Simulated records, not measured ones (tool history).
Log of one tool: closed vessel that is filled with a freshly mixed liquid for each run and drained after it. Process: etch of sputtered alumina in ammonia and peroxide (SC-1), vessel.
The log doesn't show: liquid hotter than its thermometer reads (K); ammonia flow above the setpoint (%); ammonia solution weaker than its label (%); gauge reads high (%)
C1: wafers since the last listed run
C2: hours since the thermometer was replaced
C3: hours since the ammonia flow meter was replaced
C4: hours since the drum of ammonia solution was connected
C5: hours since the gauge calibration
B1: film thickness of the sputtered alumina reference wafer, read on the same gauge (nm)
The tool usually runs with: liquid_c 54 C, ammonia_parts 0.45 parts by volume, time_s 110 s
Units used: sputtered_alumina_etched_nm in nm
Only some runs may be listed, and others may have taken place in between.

Run 1, hour 0: usual settings but liquid_c 50.5 C; C1 0; C2 1661.9; C3 261.9; C4 696.5; C5 414.5; B1 100. Result: sputtered_alumina_etched_nm 8.04 nm.
At hour 5: gauge calibrated.
Run 2, hour 52.6: usual settings; C1 3673; C2 1714.5; C3 314.5; C4 749.1; C5 47.6; B1 99.98. Result: sputtered_alumina_etched_nm 9.74 nm.
Run 3, hour 89: usual settings; C1 2542; C2 1750.9; C3 350.9; C4 785.5; C5 84; B1 99.98. Result: sputtered_alumina_etched_nm 9.69 nm.
Run 4, hour 116.4: usual settings; C1 1913; C2 1778.3; C3 378.3; C4 812.9; C5 111.4; B1 100.03. Result: sputtered_alumina_etched_nm 9.75 nm.
Run 5, hour 185.3: usual settings; C1 4811; C2 1847.2; C3 447.2; C4 881.8; C5 180.3; B1 100.04. Result: sputtered_alumina_etched_nm 9.7 nm.
Run 6, hour 235.4: usual settings but ammonia_parts 0.55 parts by volume, time_s 135 s; C1 3498; C2 1897.3; C3 497.3; C4 931.9; C5 230.4; B1 100. Result: sputtered_alumina_etched_nm 12.12 nm.
Run 7, hour 287.8: usual settings but ammonia_parts 0.55 parts by volume, time_s 135 s; C1 3659; C2 1949.7; C3 549.7; C4 984.3; C5 282.8; B1 100.07. Result: sputtered_alumina_etched_nm 12.09 nm.
At hour 333.3: new drum of ammonia solution connected.
At hour 349.3: ammonia flow meter replaced.
Run 8, hour 355.5: usual settings but ammonia_parts 0.55 parts by volume, time_s 60 s; C1 4588; C2 2017.4; C3 6.2; C4 22.2; C5 350.5; B1 100.04. Result: sputtered_alumina_etched_nm 5.41 nm.
At hour 379.9: gauge calibrated.
Run 9, hour 387.5: usual settings but liquid_c 63 C, ammonia_parts 0.35 parts by volume, time_s 165 s; C1 2234; C2 2049.4; C3 38.2; C4 54.2; C5 7.6; B1 100. Result: sputtered_alumina_etched_nm 22.83 nm.

Forecast run 10:
Run 10, hour 414.4: usual settings; C1 1878; C2 2076.3; C3 65.1; C4 81.1; C5 34.5; B1 ?. Result: sputtered_alumina_etched_nm ?.

Run 10 produced B1 99.97, sputtered_alumina_etched_nm 9.73 nm.
On a tool with no hidden condition, and with the same random variation, this run would have come out at sputtered_alumina_etched_nm 9.73 nm.

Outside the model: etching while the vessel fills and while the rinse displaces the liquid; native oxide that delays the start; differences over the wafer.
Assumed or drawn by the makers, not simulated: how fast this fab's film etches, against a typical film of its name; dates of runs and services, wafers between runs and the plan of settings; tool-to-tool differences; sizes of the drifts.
